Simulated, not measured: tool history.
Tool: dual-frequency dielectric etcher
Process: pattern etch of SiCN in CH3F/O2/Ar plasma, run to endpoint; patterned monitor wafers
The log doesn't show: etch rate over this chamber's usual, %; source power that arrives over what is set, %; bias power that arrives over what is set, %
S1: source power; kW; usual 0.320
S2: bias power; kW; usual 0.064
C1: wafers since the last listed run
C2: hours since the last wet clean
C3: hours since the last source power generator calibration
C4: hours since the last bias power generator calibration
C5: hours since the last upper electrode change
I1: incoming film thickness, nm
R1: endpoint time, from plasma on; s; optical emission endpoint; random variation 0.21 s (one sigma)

{"run": 1, "hour": 0.0, "S1": 0.28, "S2": 0.057, "C1": 0, "C2": 382.7, "C3": 2616.3, "C4": 1096.5, "C5": 4155.7, "I1": 10.3, "R1": 34.0}
{"run": 2, "hour": 12.8, "S1": 0.32, "S2": 0.064, "C1": 104, "C2": 395.5, "C3": 2629.1, "C4": 1109.3, "C5": 4168.5, "I1": 10.14, "R1": 31.0}
{"run": 3, "hour": 24.6, "S1": 0.32, "S2": 0.064, "C1": 96, "C2": 407.3, "C3": 2640.9, "C4": 1121.1, "C5": 4180.3, "I1": 10.15, "R1": 31.5}
{"run": 4, "hour": 41.2, "S1": 0.32, "S2": 0.064, "C1": 135, "C2": 423.9, "C3": 2657.5, "C4": 1137.7, "C5": 4196.9, "I1": 10.2, "R1": 31.8}
{"run": 5, "hour": 54.2, "S1": 0.32, "S2": 0.064, "C1": 106, "C2": 436.9, "C3": 2670.5, "C4": 1150.7, "C5": 4209.9, "I1": 10.12, "R1": 31.4}
{"run": 6, "hour": 62.1, "S1": 0.32, "S2": 0.064, "C1": 64, "C2": 444.8, "C3": 2678.4, "C4": 1158.6, "C5": 4217.8, "I1": 10.16, "R1": 31.7}
{"run": 7, "hour": 76.4, "S1": 0.32, "S2": 0.064, "C1": 117, "C2": 459.1, "C3": 2692.7, "C4": 1172.9, "C5": 4232.1, "I1": 10.18, "R1": 31.4}
{"run": 8, "hour": 94.2, "S1": 0.32, "S2": 0.075, "C1": 145, "C2": 476.9, "C3": 2710.5, "C4": 1190.7, "C5": 4249.9, "I1": 10.14, "R1": 30.2}
{"run": 9, "hour": 106.9, "S1": 0.32, "S2": 0.075, "C1": 104, "C2": 489.6, "C3": 2723.2, "C4": 1203.4, "C5": 4262.6, "I1": 10.19, "R1": 30.9}
{"run": 10, "hour": 122.9, "S1": 0.32, "S2": 0.064, "C1": 131, "C2": 505.6, "C3": 2739.2, "C4": 1219.4, "C5": 4278.6, "I1": 10.26, "R1": 32.1}
{"run": 11, "hour": 140.7, "S1": 0.32, "S2": 0.064, "C1": 145, "C2": 523.4, "C3": 2757.0, "C4": 1237.2, "C5": 4296.4, "I1": 10.19, "R1": 32.2}
{"run": 12, "hour": 149.8, "S1": 0.32, "S2": 0.064, "C1": 74, "C2": 532.5, "C3": 2766.1, "C4": 1246.3, "C5": 4305.5, "I1": 10.14, "R1": 32.0}
{"run": 13, "hour": 159.6, "S1": 0.32, "S2": 0.068, "C1": 80, "C2": 542.3, "C3": 2775.9, "C4": 1256.1, "C5": 4315.3, "I1": 10.18, "R1": 31.2}
{"run": 14, "hour": 171.0, "S1": 0.27, "S2": 0.076, "C1": 93, "C2": 553.7, "C3": 2787.3, "C4": 1267.5, "C5": 4326.7, "I1": 10.17, "R1": 32.3}
{"run": 15, "hour": 201.1, "S1": 0.32, "S2": 0.064, "C1": 246, "C2": 583.8, "C3": 2817.4, "C4": 1297.6, "C5": 4356.8, "I1": 10.19, "R1": 32.1}
{"run": 16, "hour": 212.1, "S1": 0.28, "S2": 0.053, "C1": 90, "C2": 594.8, "C3": 2828.4, "C4": 1308.6, "C5": 4367.8, "I1": 10.18, "R1": 34.2}
{"hour": 236.3, "done": "wet clean of the chamber"}
{"hour": 254.2, "done": "upper electrode replaced"}
{"run": 17, "hour": 254.7, "S1": 0.34, "S2": 0.076, "C1": 5, "C2": 18.4, "C3": 2871.0, "C4": 1351.2, "C5": 0.5, "I1": 10.11, "R1": 28.7}
{"run": 18, "hour": 255.0, "S1": 0.34, "S2": 0.077, "C1": 2, "C2": 18.7, "C3": 2871.3, "C4": 1351.5, "C5": 0.8, "I1": 10.15, "R1": 29.3}
{"run": 19, "hour": 265.3, "S1": 0.37, "S2": 0.052, "C1": 84, "C2": 29.0, "C3": 2881.6, "C4": 1361.8, "C5": 11.1, "I1": 10.28, "R1": 31.2}
{"run": 20, "hour": 275.3, "S1": 0.36, "S2": 0.058, "C1": 81, "C2": 39.0, "C3": 2891.6, "C4": 1371.8, "C5": 21.1, "I1": 10.22, "R1": 31.0}
{"run": 21, "hour": 289.6, "S1": 0.36, "S2": 0.051, "C1": 117, "C2": 53.3, "C3": 2905.9, "C4": 1386.1, "C5": 35.4, "I1": 10.26, "R1": 31.5}
{"run": 22, "hour": 302.4, "S1": 0.27, "S2": 0.078, "C1": 104, "C2": 66.1, "C3": 2918.7, "C4": 1398.9, "C5": 48.2, "I1": 10.15, "R1": 31.1}

Run 23 comes next. What will it give?
{"run": 23, "hour": 318.4, "S1": 0.32, "S2": 0.064, "C1": 131, "C2": 82.1, "C3": 2934.7, "C4": 1414.9, "C5": 64.2, "I1": 10.3, "R1": "?"}

R1: 31.0 s
Without the tool's hidden state the same run would have given R1 30.6 s.
